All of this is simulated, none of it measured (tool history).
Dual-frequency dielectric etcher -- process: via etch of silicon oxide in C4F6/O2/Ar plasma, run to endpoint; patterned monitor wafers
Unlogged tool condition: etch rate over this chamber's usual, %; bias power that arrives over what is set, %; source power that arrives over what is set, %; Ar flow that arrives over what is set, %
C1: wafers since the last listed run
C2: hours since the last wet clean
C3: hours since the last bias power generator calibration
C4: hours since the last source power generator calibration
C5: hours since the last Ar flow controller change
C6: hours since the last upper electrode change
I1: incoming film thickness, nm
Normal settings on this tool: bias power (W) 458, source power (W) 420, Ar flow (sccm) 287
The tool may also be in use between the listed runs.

Run 1, day 0.000: usual settings; C1 0; C2 294.2; C3 4227.4; C4 1183.6; C5 2271.3; C6 2260.6; I1 124.9. Result: endpoint time (s) 27.2.
Run 2, day 0.858: usual settings; C1 377; C2 314.8; C3 4248.0; C4 1204.2; C5 2291.9; C6 2281.2; I1 125.7. Result: endpoint time (s) 27.1.
At day 2.221: Ar flow controller replaced.
At day 2.679: upper electrode replaced.
Run 3, day 2.700: usual settings but source power (W) 370, Ar flow (sccm) 316; C1 499; C2 359.0; C3 4292.2; C4 1248.4; C5 11.5; C6 0.5; I1 124.7. Result: endpoint time (s) 28.7.
Run 4, day 2.867: usual settings but bias power (W) 377; C1 73; C2 363.0; C3 4296.2; C4 1252.4; C5 15.5; C6 4.5; I1 124.7. Result: endpoint time (s) 30.4.
Run 5, day 3.408: usual settings but bias power (W) 377; C1 238; C2 376.0; C3 4309.2; C4 1265.4; C5 28.5; C6 17.5; I1 124.5. Result: endpoint time (s) 29.8.
Run 6, day 4.512: usual settings; C1 485; C2 402.5; C3 4335.7; C4 1291.9; C5 55.0; C6 44.0; I1 124.5. Result: endpoint time (s) 26.8.
At day 6.042: wet clean of the chamber.
Run 7, day 6.062: usual settings but bias power (W) 365; C1 242; C2 0.5; C3 4372.9; C4 1329.1; C5 92.2; C6 81.2; I1 124.2. Result: endpoint time (s) 32.3.
Run 8, day 7.292: usual settings but bias power (W) 558; C1 540; C2 30.0; C3 4402.4; C4 1358.6; C5 121.7; C6 110.7; I1 124.5. Result: endpoint time (s) 25.4.
Run 9, day 8.142: usual settings but Ar flow (sccm) 231; C1 374; C2 50.4; C3 4422.8; C4 1379.0; C5 142.1; C6 131.1; I1 126.1. Result: endpoint time (s) 27.4.
Run 10, day 9.200: usual settings; C1 465; C2 75.8; C3 4448.2; C4 1404.4; C5 167.5; C6 156.5; I1 125.1. Result: endpoint time (s) 28.0.
Run 11, day 10.146: usual settings but Ar flow (sccm) 230; C1 416; C2 98.5; C3 4470.9; C4 1427.1; C5 190.2; C6 179.2; I1 125.4. Result: endpoint time (s) 27.0.
Run 12, day 11.075: usual settings but bias power (W) 353, source power (W) 330, Ar flow (sccm) 231; C1 408; C2 120.8; C3 4493.2; C4 1449.4; C5 212.5; C6 201.5; I1 124.4. Result: endpoint time (s) 34.6.
Run 13, day 11.996: usual settings but bias power (W) 518; C1 405; C2 142.9; C3 4515.3; C4 1471.5; C5 234.6; C6 223.6; I1 125.5. Result: endpoint time (s) 26.2.
Run 14, day 12.525: usual settings but bias power (W) 356, source power (W) 460, Ar flow (sccm) 353; C1 232; C2 155.6; C3 4528.0; C4 1484.2; C5 247.3; C6 236.3; I1 124.3. Result: endpoint time (s) 31.7.
At day 13.621: source power generator calibrated.
Run 15, day 13.638: usual settings but bias power (W) 537, source power (W) 370, Ar flow (sccm) 317; C1 416; C2 182.3; C3 4554.7; C4 0.4; C5 274.0; C6 263.0; I1 123.9. Result: endpoint time (s) 26.8.
Run 16, day 14.817: usual settings but source power (W) 510; C1 518; C2 210.6; C3 4583.0; C4 28.7; C5 302.3; C6 291.3; I1 125.7. Result: endpoint time (s) 25.7.
At day 15.258: bias power generator calibrated.
Run 17, day 15.575: usual settings but bias power (W) 371, Ar flow (sccm) 224; C1 260; C2 228.8; C3 7.6; C4 46.9; C5 320.5; C6 309.5; I1 125.1. Result: endpoint time (s) 30.3.
Run 18, day 16.758: usual settings but bias power (W) 393; C1 520; C2 257.2; C3 36.0; C4 75.3; C5 348.9; C6 337.9; I1 126.3. Result: endpoint time (s) 30.3.
Run 19, day 17.971: usual settings but bias power (W) 360, source power (W) 500, Ar flow (sccm) 313; C1 533; C2 286.3; C3 65.1; C4 104.4; C5 378.0; C6 367.0; I1 125.6. Result: endpoint time (s) 29.9.
Run 20, day 18.646: usual settings but bias power (W) 418, source power (W) 460, Ar flow (sccm) 312; C1 297; C2 302.5; C3 81.3; C4 120.6; C5 394.2; C6 383.2; I1 125.6. Result: endpoint time (s) 28.3.
Run 21, day 19.792: usual settings but bias power (W) 371, Ar flow (sccm) 224; C1 504; C2 330.0; C3 108.8; C4 148.1; C5 421.7; C6 410.7; I1 125.2. Result: endpoint time (s) 30.0.
Run 22, day 20.383: usual settings but bias power (W) 377; C1 260; C2 344.2; C3 123.0; C4 162.3; C5 435.9; C6 424.9; I1 124.0. Result: endpoint time (s) 30.3.
Run 23, day 21.671: usual settings but bias power (W) 507, source power (W) 390, Ar flow (sccm) 269; C1 566; C2 375.1; C3 153.9; C4 193.2; C5 466.8; C6 455.8; I1 124.8. Result: endpoint time (s) 26.0.
Run 24, day 22.883: usual settings but Ar flow (sccm) 339; C1 533; C2 404.2; C3 183.0; C4 222.3; C5 495.9; C6 484.9; I1 124.9. Result: endpoint time (s) 27.9.
Run 25, day 23.508: usual settings; C1 275; C2 419.2; C3 198.0; C4 237.3; C5 510.9; C6 499.9; I1 125.5. Result: endpoint time (s) 27.5.
Run 26, day 24.238: usual settings but source power (W) 460, Ar flow (sccm) 216; C1 320; C2 436.7; C3 215.5; C4 254.8; C5 528.4; C6 517.4; I1 124.7. Result: endpoint time (s) 24.9.
Run 27, day 25.458: usual settings but bias power (W) 429, source power (W) 500, Ar flow (sccm) 258; C1 537; C2 466.0; C3 244.8; C4 284.1; C5 557.7; C6 546.7; I1 124.2. Result: endpoint time (s) 25.6.
Run 28, day 26.804: usual settings but source power (W) 340; C1 592; C2 498.3; C3 277.1; C4 316.4; C5 590.0; C6 579.0; I1 125.7. Result: endpoint time (s) 29.4.
Run 29, day 27.458: usual settings but bias power (W) 511, source power (W) 350; C1 287; C2 514.0; C3 292.8; C4 332.1; C5 605.7; C6 594.7; I1 125.0. Result: endpoint time (s) 27.4.
At day 28.700: wet clean of the chamber.
Run 30, day 28.721: usual settings but bias power (W) 398; C1 115; C2 0.5; C3 323.1; C4 362.4; C5 636.0; C6 625.0; I1 125.9. Result: endpoint time (s) 30.9.

A few steps of endpoint time (s) between consecutive runs. Split each: what settings, incoming material and random variation would produce without the hidden state, and what is left over for the hidden state, along with gauge scatter present in only one of the two compared results (measured, and without hidden state):
Run 6 -> 7: bias power (W) 458 -> 365, wet clean of the chamber. endpoint time (s) +5.5: hidden state +1.5, all else +4.0.
Run 7 -> 8: bias power (W) 365 -> 558. endpoint time (s) -6.9: hidden state -0.2, all else -6.7.
Run 11 -> 12: bias power (W) 458 -> 353, source power (W) 420 -> 330, Ar flow (sccm) 230 -> 231. endpoint time (s) +7.6: hidden state +0.0, all else +7.6.
Run 12 -> 13: bias power (W) 353 -> 518, source power (W) 330 -> 420, Ar flow (sccm) 231 -> 287. endpoint time (s) -8.4: hidden state +0.0, all else -8.4.
Run 27 -> 28: bias power (W) 429 -> 458, source power (W) 500 -> 340, Ar flow (sccm) 258 -> 287. endpoint time (s) +3.8: hidden state -0.3, all else +4.1.
Run 29 -> 30: bias power (W) 511 -> 398, source power (W) 350 -> 420, wet clean of the chamber. endpoint time (s) +3.5: hidden state +1.4, all else +2.1.
